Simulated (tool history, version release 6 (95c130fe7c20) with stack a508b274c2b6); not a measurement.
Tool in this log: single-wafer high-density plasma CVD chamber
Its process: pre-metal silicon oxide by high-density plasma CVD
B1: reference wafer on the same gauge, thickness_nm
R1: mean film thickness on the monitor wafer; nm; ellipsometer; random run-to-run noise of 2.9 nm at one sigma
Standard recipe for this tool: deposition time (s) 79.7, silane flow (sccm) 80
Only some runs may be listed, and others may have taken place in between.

Run 1, day 0.000: usual settings; B1 586.556. Result: R1 645.931 nm.
Run 2, day 3.712: usual settings; B1 587.436. Result: R1 653.677 nm.
Run 3, day 7.983: usual settings; B1 589.357. Result: R1 650.268 nm.
Run 4, day 13.083: usual settings; B1 591.044. Result: R1 652.152 nm.
Run 5, day 16.179: usual settings; B1 592.536. Result: R1 655.544 nm.
Run 6, day 19.858: usual settings; B1 594.202. Result: R1 656.363 nm.
Run 7, day 21.517: usual settings; B1 594.984. Result: R1 659.237 nm.
Run 8, day 24.083: usual settings but deposition time (s) 87.4; B1 596.946. Result: R1 723.177 nm.
Run 9, day 28.117: usual settings but deposition time (s) 87.4; B1 599.304. Result: R1 725.964 nm.
At day 29.529: silane flow controller replaced.
Run 10, day 30.321: usual settings but deposition time (s) 75.7, silane flow (sccm) 85; B1 600.727. Result: R1 666.779 nm.
Run 11, day 33.517: usual settings but deposition time (s) 73.9, silane flow (sccm) 92; B1 601.785. Result: R1 691.404 nm.
Run 12, day 37.183: usual settings but deposition time (s) 91.3; B1 604.213. Result: R1 766.557 nm.
At day 38.950: gauge calibrated.
Run 13, day 39.717: usual settings; B1 583.021. Result: R1 645.868 nm.
Run 14, day 41.796: usual settings but deposition time (s) 67.2, silane flow (sccm) 67; B1 582.654. Result: R1 468.782 nm.
Run 15, day 45.371: usual settings but deposition time (s) 74.9; B1 583.180. Result: R1 608.289 nm.
Run 16, day 49.346: usual settings but deposition time (s) 92.5, silane flow (sccm) 95; B1 583.385. Result: R1 868.456 nm.
Run 17, day 52.704: usual settings; B1 583.468. Result: R1 648.460 nm.
Run 18, day 55.004: usual settings; B1 584.011. Result: R1 648.657 nm.
Run 19, day 58.200: usual settings; B1 585.372. Result: R1 650.016 nm.

Each row is a separate what-if for the run after 19, all from the same tool condition, not one after another. Results?
Run A, day 58.217: usual settings but deposition time (s) 69.3; B1 ?. Result: R1 ?.
Run B, day 58.217: usual settings but deposition time (s) 85.0, silane flow (sccm) 87; B1 ?. Result: R1 ?.
Run C, day 58.217: usual settings but deposition time (s) 68.4; B1 ?. Result: R1 ?.

run       B1       R1
  A  585.171  560.022
  B  585.171  737.023
  C  585.171  552.749
What these runs would have given with no unlogged condition in the tool:
run       R1
  A  559.195
  B  735.934
  C  551.932
